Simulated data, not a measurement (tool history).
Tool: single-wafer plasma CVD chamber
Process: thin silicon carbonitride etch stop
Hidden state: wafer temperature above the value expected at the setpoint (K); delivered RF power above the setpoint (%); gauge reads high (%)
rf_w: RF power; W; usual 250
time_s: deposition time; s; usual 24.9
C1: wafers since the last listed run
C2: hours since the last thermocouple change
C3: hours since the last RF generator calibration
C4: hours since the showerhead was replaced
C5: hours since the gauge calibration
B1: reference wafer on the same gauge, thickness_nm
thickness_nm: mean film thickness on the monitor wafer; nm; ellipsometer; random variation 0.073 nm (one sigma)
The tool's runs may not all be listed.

run 1 hour=0.0 | rf_w=250 time_s=24.9 | C1=0 C2=1444.6 C3=432.7 C4=5836.3 C5=310.2 | B1=19.160 | thickness_nm=16.081
run 2 hour=27.8 | rf_w=250 time_s=24.9 | C1=525 C2=1472.4 C3=460.5 C4=5864.1 C5=338.0 | B1=19.219 | thickness_nm=16.150
run 3 hour=50.4 | rf_w=250 time_s=24.9 | C1=427 C2=1495.0 C3=483.1 C4=5886.7 C5=360.6 | B1=19.185 | thickness_nm=15.994
run 4 hour=75.0 | rf_w=285 time_s=24.9 | C1=465 C2=1519.6 C3=507.7 C4=5911.3 C5=385.2 | B1=19.211 | thickness_nm=16.527
run 5 hour=97.5 | rf_w=285 time_s=24.9 | C1=425 C2=1542.1 C3=530.2 C4=5933.8 C5=407.7 | B1=19.203 | thickness_nm=16.497
run 6 hour=111.3 | rf_w=250 time_s=24.9 | C1=261 C2=1555.9 C3=544.0 C4=5947.6 C5=421.5 | B1=19.168 | thickness_nm=16.008
run 7 hour=141.2 | rf_w=250 time_s=24.9 | C1=565 C2=1585.8 C3=573.9 C4=5977.5 C5=451.4 | B1=19.175 | thickness_nm=16.022
run 8 hour=165.1 | rf_w=250 time_s=24.9 | C1=452 C2=1609.7 C3=597.8 C4=6001.4 C5=475.3 | B1=19.202 | thickness_nm=15.935
run 9 hour=200.8 | rf_w=265 time_s=21.6 | C1=675 C2=1645.4 C3=633.5 C4=6037.1 C5=511.0 | B1=19.147 | thickness_nm=14.064
run 10 hour=223.4 | rf_w=265 time_s=23.4 | C1=427 C2=1668.0 C3=656.1 C4=6059.7 C5=533.6 | B1=19.217 | thickness_nm=15.247
run 11 hour=248.5 | rf_w=265 time_s=23.4 | C1=474 C2=1693.1 C3=681.2 C4=6084.8 C5=558.7 | B1=19.182 | thickness_nm=15.289
-- hour=260.4 gauge calibrated
run 12 hour=273.8 | rf_w=285 time_s=27.7 | C1=478 C2=1718.4 C3=706.5 C4=6110.1 C5=13.4 | B1=19.197 | thickness_nm=18.530
run 13 hour=287.5 | rf_w=285 time_s=27.7 | C1=259 C2=1732.1 C3=720.2 C4=6123.8 C5=27.1 | B1=19.158 | thickness_nm=18.643
run 14 hour=314.7 | rf_w=250 time_s=24.9 | C1=514 C2=1759.3 C3=747.4 C4=6151.0 C5=54.3 | B1=19.213 | thickness_nm=16.061
run 15 hour=343.7 | rf_w=250 time_s=24.9 | C1=548 C2=1788.3 C3=776.4 C4=6180.0 C5=83.3 | B1=19.213 | thickness_nm=16.132
run 16 hour=357.1 | rf_w=290 time_s=20.0 | C1=253 C2=1801.7 C3=789.8 C4=6193.4 C5=96.7 | B1=19.201 | thickness_nm=13.399
run 17 hour=391.3 | rf_w=250 time_s=24.9 | C1=647 C2=1835.9 C3=824.0 C4=6227.6 C5=130.9 | B1=19.208 | thickness_nm=16.027
run 18 hour=441.8 | rf_w=290 time_s=23.5 | C1=955 C2=1886.4 C3=874.5 C4=6278.1 C5=181.4 | B1=19.159 | thickness_nm=15.754
run 19 hour=472.3 | rf_w=250 time_s=24.9 | C1=577 C2=1916.9 C3=905.0 C4=6308.6 C5=211.9 | B1=19.174 | thickness_nm=15.935
-- hour=508.8 showerhead replaced
run 20 hour=509.3 | rf_w=290 time_s=21.0 | C1=548 C2=1953.9 C3=942.0 C4=0.5 C5=248.9 | B1=19.205 | thickness_nm=14.015
run 21 hour=528.7 | rf_w=250 time_s=24.9 | C1=367 C2=1973.3 C3=961.4 C4=19.9 C5=268.3 | B1=19.200 | thickness_nm=16.108
-- hour=558.8 thermocouple changed; heater temperature recalibrated
run 22 hour=559.8 | rf_w=210 time_s=23.0 | C1=437 C2=1.0 C3=992.5 C4=51.0 C5=299.4 | B1=19.212 | thickness_nm=14.187
run 23 hour=593.9 | rf_w=230 time_s=28.6 | C1=645 C2=35.1 C3=1026.6 C4=85.1 C5=333.5 | B1=19.246 | thickness_nm=18.043
-- hour=618.2 RF generator calibrated
run 24 hour=618.7 | rf_w=285 time_s=29.6 | C1=317 C2=59.9 C3=0.5 C4=109.9 C5=358.3 | B1=19.187 | thickness_nm=19.687
run 25 hour=645.2 | rf_w=250 time_s=21.1 | C1=501 C2=86.4 C3=27.0 C4=136.4 C5=384.8 | B1=19.215 | thickness_nm=13.665
run 26 hour=673.6 | rf_w=210 time_s=27.0 | C1=537 C2=114.8 C3=55.4 C4=164.8 C5=413.2 | B1=19.202 | thickness_nm=16.649
run 27 hour=704.4 | rf_w=250 time_s=21.3 | C1=582 C2=145.6 C3=86.2 C4=195.6 C5=444.0 | B1=19.186 | thickness_nm=13.674
run 28 hour=726.0 | rf_w=250 time_s=24.9 | C1=408 C2=167.2 C3=107.8 C4=217.2 C5=465.6 | B1=19.184 | thickness_nm=16.106
run 29 hour=750.9 | rf_w=250 time_s=24.9 | C1=471 C2=192.1 C3=132.7 C4=242.1 C5=490.5 | B1=19.181 | thickness_nm=15.967
run 30 hour=778.2 | rf_w=220 time_s=19.9 | C1=516 C2=219.4 C3=160.0 C4=269.4 C5=517.8 | B1=19.172 | thickness_nm=12.424
run 31 hour=800.7 | rf_w=250 time_s=24.9 | C1=425 C2=241.9 C3=182.5 C4=291.9 C5=540.3 | B1=19.167 | thickness_nm=15.912

5 ways to go on from here, each from the tool as it stands after run 31. What would each give?
run A hour=801.1 | rf_w=250 time_s=24.9 | C1=7 C2=242.3 C3=182.9 C4=292.3 C5=540.7 | B1=? | thickness_nm=?
run B hour=801.1 | rf_w=280 time_s=23.2 | C1=7 C2=242.3 C3=182.9 C4=292.3 C5=540.7 | B1=? | thickness_nm=?
run C hour=801.1 | rf_w=210 time_s=28.1 | C1=7 C2=242.3 C3=182.9 C4=292.3 C5=540.7 | B1=? | thickness_nm=?
run D hour=801.1 | rf_w=250 time_s=23.2 | C1=7 C2=242.3 C3=182.9 C4=292.3 C5=540.7 | B1=? | thickness_nm=?
run E hour=801.1 | rf_w=250 time_s=28.7 | C1=7 C2=242.3 C3=182.9 C4=292.3 C5=540.7 | B1=? | thickness_nm=?

run=A B1=19.191 thickness_nm=16.045
run=B B1=19.191 thickness_nm=15.380
run=C B1=19.191 thickness_nm=17.352
run=D B1=19.191 thickness_nm=14.949
run=E B1=19.191 thickness_nm=18.493
Without the tool's hidden state the same runs would have given:
run=A thickness_nm=16.045
run=B thickness_nm=15.380
run=C thickness_nm=17.352
run=D thickness_nm=14.949
run=E thickness_nm=18.493

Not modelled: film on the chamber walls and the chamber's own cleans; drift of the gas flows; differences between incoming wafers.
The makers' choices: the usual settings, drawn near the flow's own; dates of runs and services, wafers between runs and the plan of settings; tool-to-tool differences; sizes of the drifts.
